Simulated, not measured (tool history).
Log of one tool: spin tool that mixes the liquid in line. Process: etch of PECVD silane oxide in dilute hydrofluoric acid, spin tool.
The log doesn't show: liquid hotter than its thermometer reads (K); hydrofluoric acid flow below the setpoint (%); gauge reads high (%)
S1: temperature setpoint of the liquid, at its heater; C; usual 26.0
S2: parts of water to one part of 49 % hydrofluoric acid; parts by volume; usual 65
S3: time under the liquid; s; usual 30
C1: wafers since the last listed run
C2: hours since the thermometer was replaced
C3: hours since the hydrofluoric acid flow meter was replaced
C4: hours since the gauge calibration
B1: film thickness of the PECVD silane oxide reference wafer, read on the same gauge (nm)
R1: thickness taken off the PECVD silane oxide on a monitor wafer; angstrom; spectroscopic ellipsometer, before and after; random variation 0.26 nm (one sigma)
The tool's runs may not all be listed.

Run 1, hour 0.0: usual settings; C1 0; C2 1504.4; C3 264.9; C4 330.5; B1 30.00. Result: R1 280.5 angstrom.
Run 2, hour 12.7: usual settings; C1 186; C2 1517.1; C3 277.6; C4 343.2; B1 29.96. Result: R1 277.5 angstrom.
Run 3, hour 41.6: usual settings; C1 425; C2 1546.0; C3 306.5; C4 372.1; B1 30.01. Result: R1 276.9 angstrom.
Run 4, hour 59.7: usual settings; C1 266; C2 1564.1; C3 324.6; C4 390.2; B1 30.01. Result: R1 278.4 angstrom.
Run 5, hour 74.2: usual settings; C1 213; C2 1578.6; C3 339.1; C4 404.7; B1 30.02. Result: R1 272.2 angstrom.
Run 6, hour 92.0: usual settings; C1 261; C2 1596.4; C3 356.9; C4 422.5; B1 30.01. Result: R1 274.1 angstrom.
Run 7, hour 110.6: usual settings but S3 45 s; C1 273; C2 1615.0; C3 375.5; C4 441.1; B1 29.99. Result: R1 414.8 angstrom.
Run 8, hour 142.4: usual settings but S1 27.5 C, S3 45 s; C1 468; C2 1646.8; C3 407.3; C4 472.9; B1 29.98. Result: R1 437.0 angstrom.
Run 9, hour 177.7: usual settings; C1 519; C2 1682.1; C3 442.6; C4 508.2; B1 30.03. Result: R1 275.1 angstrom.
At hour 184.9: hydrofluoric acid flow meter replaced.
Run 10, hour 213.4: usual settings; C1 510; C2 1717.8; C3 28.5; C4 543.9; B1 30.00. Result: R1 296.3 angstrom.
At hour 226.9: thermometer replaced.
Run 11, hour 227.6: usual settings but S2 85 parts by volume, S3 25 s; C1 194; C2 0.7; C3 42.7; C4 558.1; B1 29.97. Result: R1 164.2 angstrom.
Run 12, hour 259.6: usual settings but S2 85 parts by volume, S3 25 s; C1 470; C2 32.7; C3 74.7; C4 590.1; B1 29.98. Result: R1 162.8 angstrom.
Run 13, hour 278.3: usual settings but S1 24.0 C, S2 90 parts by volume, S3 45 s; C1 275; C2 51.4; C3 93.4; C4 608.8; B1 30.01. Result: R1 254.7 angstrom.
Run 14, hour 303.9: usual settings; C1 376; C2 77.0; C3 119.0; C4 634.4; B1 30.03. Result: R1 256.5 angstrom.
Run 15, hour 323.4: usual settings; C1 286; C2 96.5; C3 138.5; C4 653.9; B1 30.02. Result: R1 265.0 angstrom.
Run 16, hour 339.0: usual settings but S1 28.5 C, S3 50 s; C1 229; C2 112.1; C3 154.1; C4 669.5; B1 30.01. Result: R1 481.9 angstrom.
Run 17, hour 359.4: usual settings but S1 30.5 C, S2 50 parts by volume, S3 20 s; C1 300; C2 132.5; C3 174.5; C4 689.9; B1 29.99. Result: R1 280.1 angstrom.
Run 18, hour 387.0: usual settings; C1 406; C2 160.1; C3 202.1; C4 717.5; B1 30.02. Result: R1 262.7 angstrom.
Run 19, hour 400.3: usual settings but S1 24.0 C, S3 40 s; C1 195; C2 173.4; C3 215.4; C4 730.8; B1 30.03. Result: R1 316.6 angstrom.
At hour 405.3: gauge calibrated.
Run 20, hour 412.4: usual settings but S1 22.0 C, S3 15 s; C1 178; C2 185.5; C3 227.5; C4 7.1; B1 30.00. Result: R1 107.8 angstrom.
Run 21, hour 432.1: usual settings but S1 22.5 C, S2 50 parts by volume, S3 35 s; C1 289; C2 205.2; C3 247.2; C4 26.8; B1 29.99. Result: R1 343.8 angstrom.
Run 22, hour 445.3: usual settings but S1 21.0 C, S2 35 parts by volume, S3 20 s; C1 194; C2 218.4; C3 260.4; C4 40.0; B1 30.00. Result: R1 271.4 angstrom.
Run 23, hour 457.5: usual settings but S1 23.5 C; C1 179; C2 230.6; C3 272.6; C4 52.2; B1 30.02. Result: R1 231.0 angstrom.
Run 24, hour 478.5: usual settings; C1 309; C2 251.6; C3 293.6; C4 73.2; B1 30.03. Result: R1 261.7 angstrom.
Run 25, hour 503.2: usual settings but S2 80 parts by volume, S3 25 s; C1 363; C2 276.3; C3 318.3; C4 97.9; B1 29.97. Result: R1 169.9 angstrom.
Run 26, hour 529.4: usual settings but S1 28.5 C, S3 15 s; C1 385; C2 302.5; C3 344.5; C4 124.1; B1 30.01. Result: R1 139.9 angstrom.
Run 27, hour 554.8: usual settings but S2 55 parts by volume, S3 15 s; C1 373; C2 327.9; C3 369.9; C4 149.5; B1 30.01. Result: R1 152.8 angstrom.
Run 28, hour 576.9: usual settings; C1 325; C2 350.0; C3 392.0; C4 171.6; B1 30.01. Result: R1 253.8 angstrom.
Run 29, hour 611.5: usual settings but S2 40 parts by volume, S3 50 s; C1 509; C2 384.6; C3 426.6; C4 206.2; B1 30.01. Result: R1 711.6 angstrom.
Run 30, hour 633.2: usual settings but S1 23.5 C, S2 85 parts by volume, S3 50 s; C1 319; C2 406.3; C3 448.3; C4 227.9; B1 29.99. Result: R1 287.1 angstrom.
Run 31, hour 647.9: usual settings but S1 21.0 C, S2 55 parts by volume, S3 45 s; C1 216; C2 421.0; C3 463.0; C4 242.6; B1 30.00. Result: R1 370.9 angstrom.
Run 32, hour 683.6: usual settings but S1 24.0 C, S3 35 s; C1 525; C2 456.7; C3 498.7; C4 278.3; B1 30.00. Result: R1 271.2 angstrom.
At hour 700.4: hydrofluoric acid flow meter replaced.
Run 33, hour 705.1: usual settings but S2 50 parts by volume, S3 15 s; C1 301; C2 478.2; C3 4.7; C4 299.8; B1 30.00. Result: R1 178.7 angstrom.

What the log doesn't show, run by run:
gauge reads high (%): 0 in every run
H1: liquid hotter than its thermometer reads (K)
H2: hydrofluoric acid flow below the setpoint (%)
run     H1     H2
  1   2.58   4.42
  2    2.6   4.59
  3   2.65   4.97
  4   2.68   5.21
  5    2.7    5.4
  6   2.73   5.64
  7   2.76   5.88
  8   2.81   6.31
  9   2.87   6.77
 10   2.92  0.492
 11  0.222   0.68
 12  0.273    1.1
 13  0.304   1.35
 14  0.345   1.69
 15  0.376   1.95
 16  0.401   2.15
 17  0.434   2.42
 18  0.478   2.79
 19    0.5   2.97
 20  0.519   3.13
 21  0.551   3.39
 22  0.572   3.56
 23  0.591   3.72
 24  0.625      4
 25  0.665   4.33
 26  0.707   4.67
 27  0.748   5.01
 28  0.783    5.3
 29  0.839   5.76
 30  0.874   6.05
 31  0.897   6.24
 32  0.955   6.71
 33  0.989   1.34
